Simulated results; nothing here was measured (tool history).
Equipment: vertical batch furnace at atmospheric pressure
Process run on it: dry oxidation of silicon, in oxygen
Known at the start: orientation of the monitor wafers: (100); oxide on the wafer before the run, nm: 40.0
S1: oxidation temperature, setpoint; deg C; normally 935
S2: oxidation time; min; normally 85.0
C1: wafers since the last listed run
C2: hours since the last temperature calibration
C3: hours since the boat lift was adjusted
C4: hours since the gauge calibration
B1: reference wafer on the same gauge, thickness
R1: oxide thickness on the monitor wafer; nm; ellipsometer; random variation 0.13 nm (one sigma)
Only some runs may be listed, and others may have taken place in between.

| run | hour | S1 | S2 | C1 | C2 | C3 | C4 | B1 | R1 |
|---|---|---|---|---|---|---|---|---|---|
| 1 | 0.0 | 935 | 55.5 | 0 | 2338.1 | 1729.9 | 649.4 | 66.89 | 52.17 |
| 2 | 36.9 | 935 | 55.5 | 478 | 2375.0 | 1766.8 | 686.3 | 66.99 | 52.21 |
| 3 | 65.6 | 935 | 85.0 | 372 | 2403.7 | 1795.5 | 715.0 | 66.88 | 59.08 |
| 4 | 116.6 | 935 | 85.0 | 661 | 2454.7 | 1846.5 | 766.0 | 66.87 | 58.91 |
| 5 | 183.4 | 923 | 85.0 | 866 | 2521.5 | 1913.3 | 832.8 | 66.95 | 55.64 |
| 6 | 228.8 | 923 | 85.0 | 588 | 2566.9 | 1958.7 | 878.2 | 66.91 | 55.89 |
| 7 | 287.3 | 923 | 85.0 | 758 | 2625.4 | 2017.2 | 936.7 | 66.90 | 55.77 |
| 8 | 311.3 | 935 | 85.0 | 311 | 2649.4 | 2041.2 | 960.7 | 66.92 | 58.98 |
| 9 | 470.4 | 951 | 85.0 | 2062 | 2808.5 | 2200.3 | 1119.8 | 66.91 | 63.52 |
|  | 536.0 | thermocouples replaced and temperature profile calibrated |
| 10 | 536.5 | 951 | 85.0 | 545 | 0.5 | 2266.4 | 1185.9 | 66.87 | 62.41 |
| 11 | 585.3 | 924 | 85.0 | 632 | 49.3 | 2315.2 | 1234.7 | 66.95 | 54.96 |
| 12 | 615.9 | 924 | 85.0 | 396 | 79.9 | 2345.8 | 1265.3 | 66.90 | 55.31 |
| 13 | 646.2 | 935 | 85.0 | 392 | 110.2 | 2376.1 | 1295.6 | 66.89 | 57.91 |
| 14 | 800.8 | 917 | 64.0 | 2004 | 264.8 | 2530.7 | 1450.2 | 66.87 | 49.72 |
| 15 | 826.6 | 919 | 70.5 | 334 | 290.6 | 2556.5 | 1476.0 | 66.91 | 51.36 |
| 16 | 1032.9 | 935 | 85.0 | 2674 | 496.9 | 2762.8 | 1682.3 | 66.90 | 57.74 |
|  | 1052.3 | gauge calibrated |
| 17 | 1096.4 | 920 | 98.0 | 823 | 560.4 | 2826.3 | 44.1 | 66.86 | 56.10 |
|  | 1132.3 | boat lift adjusted |
| 18 | 1278.9 | 917 | 46.0 | 2055 | 742.9 | 146.6 | 226.6 | 66.82 | 47.16 |
| 19 | 1327.9 | 935 | 125.0 | 635 | 791.9 | 195.6 | 275.6 | 66.94 | 67.30 |
| 20 | 1393.2 | 952 | 44.0 | 846 | 857.2 | 260.9 | 340.9 | 66.88 | 51.80 |
| 21 | 1447.6 | 935 | 109.5 | 705 | 911.6 | 315.3 | 395.3 | 66.89 | 64.29 |
| 22 | 1476.3 | 919 | 70.5 | 372 | 940.3 | 344.0 | 424.0 | 66.87 | 51.90 |
| 23 | 1505.5 | 935 | 85.0 | 378 | 969.5 | 373.2 | 453.2 | 66.87 | 58.77 |
| 24 | 1554.1 | 949 | 113.5 | 630 | 1018.1 | 421.8 | 501.8 | 66.95 | 69.76 |
| 25 | 1704.2 | 956 | 57.0 | 1946 | 1168.2 | 571.9 | 651.9 | 66.91 | 56.36 |

Results for each run, recomputed without the tool's hidden state and with each run's random variation untouched:
Hidden state at play: true tube temperature minus thermocouple reading, K; monitor wafer colder than the profiled boat position, K; gauge reads high (%).
| run | R1 |
|---|---|
| 1 | 52.07 |
| 2 | 52.10 |
| 3 | 58.92 |
| 4 | 58.74 |
| 5 | 55.46 |
| 6 | 55.70 |
| 7 | 55.57 |
| 8 | 58.76 |
| 9 | 63.24 |
| 10 | 63.24 |
| 11 | 55.73 |
| 12 | 56.09 |
| 13 | 58.76 |
| 14 | 50.30 |
| 15 | 52.01 |
| 16 | 58.70 |
| 17 | 57.07 |
| 18 | 47.15 |
| 19 | 67.30 |
| 20 | 51.81 |
| 21 | 64.31 |
| 22 | 51.91 |
| 23 | 58.79 |
| 24 | 69.80 |
| 25 | 56.39 |
